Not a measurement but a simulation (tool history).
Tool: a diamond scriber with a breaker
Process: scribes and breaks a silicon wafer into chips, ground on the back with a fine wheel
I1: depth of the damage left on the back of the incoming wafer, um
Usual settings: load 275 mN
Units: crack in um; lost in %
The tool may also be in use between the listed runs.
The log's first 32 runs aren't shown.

{"run": 33, "hour": 855.3, "load": 299, "I1": 1.67, "crack": 9.06, "lost": 1.62}
{"run": 34, "hour": 889.7, "load": 275, "I1": 1.82, "crack": 8.79, "lost": 1.94}
{"run": 35, "hour": 922.0, "load": 238, "I1": 2.63, "crack": 7.55, "lost": 5.89}
{"run": 36, "hour": 944.2, "load": 325, "I1": 2.36, "crack": 9.49, "lost": 3.18}
{"run": 37, "hour": 958.8, "load": 235, "I1": 1.66, "crack": 7.56, "lost": 3.71}
{"run": 38, "hour": 983.5, "load": 310, "I1": 2.89, "crack": 8.88, "lost": 4.37}
{"run": 39, "hour": 1010.8, "load": 297, "I1": 2.98, "crack": 8.55, "lost": 5.01}
{"run": 40, "hour": 1041.4, "load": 316, "I1": 2.09, "crack": 9.38, "lost": 2.35}
{"run": 41, "hour": 1053.7, "load": 245, "I1": 2.32, "crack": 7.69, "lost": 5.25}

Forecast each of these 5 alternatives for the next run:
{"run": "A", "hour": 1054.4, "load": 322, "I1": 2.2, "crack": "?", "lost": "?"}
{"run": "B", "hour": 1054.4, "load": 333, "I1": 2.2, "crack": "?", "lost": "?"}
{"run": "C", "hour": 1054.4, "load": 227, "I1": 2.2, "crack": "?", "lost": "?"}
{"run": "D", "hour": 1054.4, "load": 330, "I1": 2.2, "crack": "?", "lost": "?"}
{"run": "E", "hour": 1054.4, "load": 239, "I1": 2.2, "crack": "?", "lost": "?"}

run=A crack=9.30 lost=2.70
run=B crack=9.50 lost=2.91
run=C crack=7.42 lost=6.45
run=D crack=9.45 lost=2.84
run=E crack=7.67 lost=5.24
Without the tool's hidden state the same runs would have given:
run=A crack=9.73 lost=3.24
run=B crack=9.95 lost=3.65
run=C crack=7.77 lost=4.84
run=D crack=9.89 lost=3.53
run=E crack=8.03 lost=3.94
